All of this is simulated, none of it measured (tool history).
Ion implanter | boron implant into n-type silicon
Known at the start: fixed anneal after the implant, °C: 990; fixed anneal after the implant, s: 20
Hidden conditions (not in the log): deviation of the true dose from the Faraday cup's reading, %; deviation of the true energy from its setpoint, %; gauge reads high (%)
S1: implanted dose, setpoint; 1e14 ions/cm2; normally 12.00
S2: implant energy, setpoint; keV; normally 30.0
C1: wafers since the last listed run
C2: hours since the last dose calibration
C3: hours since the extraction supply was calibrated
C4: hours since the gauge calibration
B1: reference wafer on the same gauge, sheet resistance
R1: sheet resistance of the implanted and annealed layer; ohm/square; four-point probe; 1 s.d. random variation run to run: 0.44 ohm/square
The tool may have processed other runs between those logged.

run	day	S1	S2	C1	C2	C3	C4	B1	R1
1	0.000	12.00	30.0	0	360.5	1512.7	123.0	123.96	105.37
2	3.662	12.00	30.0	1693	448.4	1600.6	210.9	123.95	105.67
3	5.771	12.00	30.0	975	499.0	1651.2	261.5	123.81	105.46
4	8.308	12.00	30.0	1173	559.9	1712.1	322.4	123.87	104.69
5	10.896	12.00	30.0	1196	622.0	1774.2	384.5	123.95	105.47
# day 14.679: Faraday cup replaced and dose calibrated
6	15.029	12.00	30.0	1757	8.4	1873.4	483.7	124.00	105.92
7	19.138	12.00	30.0	1900	107.0	1972.0	582.3	124.08	104.87
8	22.621	12.00	27.5	1611	190.6	2055.6	665.9	124.07	105.62
9	24.742	12.00	27.5	980	241.5	2106.5	716.8	124.06	105.74
10	26.254	12.00	27.5	699	277.8	2142.8	753.1	124.05	105.04
11	30.538	12.00	30.0	1981	380.6	2245.6	855.9	124.09	105.46
12	32.196	12.00	30.0	766	420.4	2285.4	895.7	124.03	105.15
# day 34.058: extraction supply calibrated
13	34.979	12.00	30.0	1133	487.2	22.1	962.5	123.93	105.06
14	36.654	12.00	30.0	774	527.4	62.3	1002.7	123.93	105.01
15	38.329	12.00	30.0	774	567.6	102.5	1042.9	123.99	104.96
16	41.896	12.00	30.0	1649	653.2	188.1	1128.5	124.05	105.00
# day 44.325: Faraday cup replaced and dose calibrated
17	46.325	10.05	38.5	1894	48.0	294.4	1234.8	124.07	118.80
18	49.208	12.00	30.0	1333	117.2	363.6	1304.0	124.06	105.29
19	51.638	9.66	22.5	1123	175.5	421.9	1362.3	124.00	127.51
# day 53.975: gauge calibrated
20	56.704	12.00	26.0	2343	297.1	543.5	65.5	124.06	106.59
21	59.679	12.00	30.0	1375	368.5	614.9	136.9	123.98	105.10
22	61.846	13.12	22.0	1002	420.5	666.9	188.9	123.86	101.99
23	63.662	9.19	35.5	840	464.1	710.5	232.5	124.05	129.00
24	66.908	12.00	30.0	1501	542.0	788.4	310.4	124.06	104.84
25	71.275	12.00	20.5	2019	646.8	893.2	415.2	123.97	108.44
26	72.825	12.00	30.0	716	684.0	930.4	452.4	123.92	105.11
27	75.146	10.75	30.0	1073	739.7	986.1	508.1	124.13	115.84
# day 75.725: Faraday cup replaced and dose calibrated
28	77.946	15.02	35.0	1140	53.3	1053.3	575.3	123.97	87.57
29	79.617	10.27	24.5	772	93.4	1093.4	615.4	124.09	120.55
30	83.254	12.00	38.0	1682	180.7	1180.7	702.7	124.06	103.04
31	85.392	12.00	30.0	988	232.0	1232.0	754.0	123.97	105.38
32	89.146	12.00	30.0	1736	322.1	1322.1	844.1	124.10	104.87
33	91.179	12.00	23.5	940	370.9	1370.9	892.9	123.87	107.77

What if the next run were any one of these 3? Each begins from the tool's condition after run 33:
A	91.196	14.15	30.0	7	371.3	1371.3	893.3	?	?
B	91.196	10.61	20.0	7	371.3	1371.3	893.3	?	?
C	91.196	9.08	23.0	7	371.3	1371.3	893.3	?	?

run	B1	R1
A	123.83	92.57
B	123.83	119.48
C	123.83	133.33
With no hidden state in the tool, these same runs would have given:
run	R1
A	92.57
B	119.48
C	133.33
